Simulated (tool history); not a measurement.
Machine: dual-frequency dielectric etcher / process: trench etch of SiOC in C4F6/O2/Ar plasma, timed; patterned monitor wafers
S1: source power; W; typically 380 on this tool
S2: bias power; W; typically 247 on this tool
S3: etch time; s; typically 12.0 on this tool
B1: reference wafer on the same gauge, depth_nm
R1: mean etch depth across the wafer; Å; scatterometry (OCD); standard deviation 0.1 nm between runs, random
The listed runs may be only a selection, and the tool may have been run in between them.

run,hour,S1,S2,S3,B1,R1
1,0.0,380,247,12.0,27.00,287.8
2,30.0,380,247,9.5,26.96,228.5
3,54.4,380,247,9.5,26.99,230.4
4,85.7,380,271,12.0,26.98,301.7
5,116.8,380,271,12.0,26.98,300.7
6,183.4,380,247,12.0,27.01,293.3
7,203.0,380,247,12.0,26.99,293.7
8,225.1,380,247,12.0,27.03,291.7
9,250.5,400,247,12.0,26.99,303.3
# hour 259.8: bias power generator calibrated
10,268.0,380,247,12.0,26.97,293.2
11,316.7,380,247,12.0,27.03,293.4
12,346.0,380,247,12.0,27.02,293.8
# hour 396.7: upper electrode replaced, of another model than before
13,397.2,380,247,12.0,27.00,295.1
# hour 425.4: gauge calibrated
# hour 463.1: source power generator calibrated
# hour 497.5: wet clean of the chamber
14,498.0,380,247,12.0,27.01,284.0
15,498.3,330,247,13.0,26.95,267.5
16,572.1,300,275,9.0,27.01,177.9
17,585.6,460,210,10.0,27.01,247.3
18,608.1,330,303,12.0,26.97,285.6
19,627.1,380,268,10.0,27.05,255.2
20,640.2,380,247,12.0,26.98,288.1
21,660.6,380,247,12.0,26.97,290.4
22,688.3,290,204,10.5,26.99,156.3
23,703.5,350,305,14.5,27.01,371.1
24,732.5,380,228,9.5,27.00,216.4
25,765.3,330,185,9.0,27.03,147.8
26,791.4,380,247,12.0,26.96,292.4
27,819.2,450,226,11.0,27.03,288.4
28,833.5,380,222,10.5,26.98,233.8
29,868.7,380,281,12.0,27.02,318.2
30,892.6,440,201,13.0,27.05,305.9

Forecast each of these 4 alternatives for the next run:
A,893.0,380,247,12.0,?,?
B,893.0,340,273,15.0,?,?
C,893.0,330,227,12.0,?,?
D,893.0,330,247,12.0,?,?

run,B1,R1
A,26.99,293.1
B,26.99,351.8
C,26.99,237.7
D,26.99,253.5
Take away the tool's hidden state, keep each run's random variation, and the runs would have read:
run,R1
A,286.3
B,343.6
C,232.2
D,247.7
